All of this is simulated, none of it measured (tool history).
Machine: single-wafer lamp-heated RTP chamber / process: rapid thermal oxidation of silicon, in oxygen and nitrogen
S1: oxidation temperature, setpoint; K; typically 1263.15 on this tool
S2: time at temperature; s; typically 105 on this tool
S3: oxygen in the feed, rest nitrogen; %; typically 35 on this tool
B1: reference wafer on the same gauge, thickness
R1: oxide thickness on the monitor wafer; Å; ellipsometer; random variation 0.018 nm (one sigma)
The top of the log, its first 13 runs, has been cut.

run,hour,S1,S2,S3,B1,R1
14,1158.4,1263.15,105,17,3.977,39.71
15,1251.2,1263.15,105,35,3.988,49.71
16,1312.3,1287.15,59,46,3.980,50.16
17,1406.1,1278.15,91,17,3.981,41.38
18,1479.0,1263.15,105,35,3.979,49.85
19,1542.2,1263.15,105,35,3.980,49.56
20,1613.3,1263.15,105,20,3.985,41.59
21,1670.2,1263.15,105,35,3.977,49.70
22,1711.4,1263.15,146,45,3.983,62.64
23,1758.8,1263.15,146,21,3.978,48.46
# hour 1789.9: pyrometer window cleaned and pyrometer calibrated
24,1859.3,1263.15,105,60,3.978,58.60
25,1943.3,1271.15,73,19,3.986,36.75
# hour 1947.3: gauge calibrated
26,1983.6,1271.15,73,17,3.982,35.87
27,2091.5,1263.15,105,35,3.978,49.24
# hour 2104.1: oxygen flow controller replaced
28,2161.0,1274.15,68,35,3.984,44.81
29,2205.1,1263.15,105,35,3.984,49.93
30,2257.9,1282.15,105,51,3.987,65.26
31,2299.1,1251.15,56,56,3.981,41.35
32,2406.4,1263.15,105,35,3.975,50.52
33,2454.3,1248.15,127,62,3.977,59.48
34,2518.0,1263.15,105,51,3.982,56.98
35,2604.4,1291.15,130,49,3.978,75.37
# hour 2674.7: pyrometer window cleaned and pyrometer calibrated
36,2890.0,1263.15,79,35,3.984,43.90

Branching from run 36: 5 alternative next runs. What would each branch give?
A,2890.5,1263.15,105,62,?,?
B,2890.5,1275.15,105,17,?,?
C,2890.5,1285.15,105,35,?,?
D,2890.5,1263.15,147,35,?,?
E,2890.5,1249.15,132,55,?,?

run,B1,R1
A,3.977,60.21
B,3.977,42.68
C,3.977,57.83
D,3.977,57.36
E,3.977,57.65
With the hidden condition removed and each run's random variation left untouched, the same runs would have given:
run,R1
A,59.38
B,42.24
C,57.13
D,56.64
E,56.86
